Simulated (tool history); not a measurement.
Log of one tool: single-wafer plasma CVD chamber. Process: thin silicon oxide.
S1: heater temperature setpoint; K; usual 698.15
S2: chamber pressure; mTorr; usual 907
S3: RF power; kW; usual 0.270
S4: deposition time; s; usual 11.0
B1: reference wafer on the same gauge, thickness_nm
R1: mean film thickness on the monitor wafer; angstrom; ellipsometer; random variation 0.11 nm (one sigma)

run	hour	S1	S2	S3	S4	B1	R1
1	0.0	694.15	907	0.270	11.0	18.006	201.74
2	28.6	698.15	1071	0.305	11.0	18.039	244.97
3	48.7	698.15	1071	0.305	11.0	18.021	242.19
4	64.4	698.15	825	0.270	12.8	17.999	212.18
# hour 75.8: thermocouple changed; heater temperature recalibrated
5	110.6	698.15	825	0.270	12.8	17.996	209.80
6	124.2	698.15	825	0.270	12.8	17.993	209.96
7	136.7	698.15	907	0.270	11.0	17.975	199.11
# hour 175.5: capacitance manometer re-zeroed and calibrated
8	176.0	698.15	907	0.270	11.0	18.026	203.44
9	183.2	698.15	907	0.270	11.0	18.006	202.11
10	210.2	698.15	907	0.270	11.0	17.955	203.36
11	226.5	698.15	907	0.270	11.0	17.986	202.01
# hour 245.8: showerhead replaced
12	251.5	698.15	753	0.300	11.0	17.983	173.79
13	268.1	692.15	761	0.230	9.4	18.015	134.90
14	290.0	698.15	738	0.270	11.0	18.018	161.34
15	322.5	698.15	907	0.270	12.7	18.005	232.96
16	353.1	688.15	700	0.285	12.7	17.976	178.91
# hour 365.7: RF generator calibrated
17	381.1	707.15	907	0.215	12.2	18.020	207.12
# hour 407.8: gauge calibrated
18	415.3	698.15	1071	0.305	11.0	17.957	249.23
19	439.2	698.15	680	0.270	12.6	18.059	171.66
20	456.3	698.15	907	0.240	11.0	17.957	195.53
21	468.6	698.15	907	0.300	11.0	17.961	216.94
22	483.8	698.15	907	0.270	9.7	17.967	184.54
23	518.8	685.15	907	0.270	11.0	18.027	209.37
24	547.5	688.15	907	0.270	11.0	17.988	208.52
25	581.0	698.15	738	0.270	11.0	18.047	165.38
26	616.4	698.15	907	0.220	9.7	17.981	166.98
27	634.2	698.15	907	0.270	11.0	17.975	206.37
28	651.0	698.15	907	0.270	11.0	18.013	206.85
29	665.7	698.15	907	0.270	11.0	18.021	207.12

The same runs without the tool's hidden state, with the same run-to-run variation:
The hidden state here: wafer temperature above the value expected at the setpoint (K); delivered RF power above the setpoint (%); true pressure above the setpoint (%); gauge reads high (%).
run	R1
1	209.19
2	253.45
3	250.98
4	221.90
5	220.48
6	220.98
7	209.23
8	209.74
9	208.45
10	210.04
11	208.84
12	179.79
13	140.18
14	167.58
15	242.35
16	186.57
17	208.44
18	250.63
19	173.10
20	197.01
21	218.58
22	186.03
23	211.23
24	210.55
25	167.44
26	169.04
27	209.00
28	209.63
29	210.03
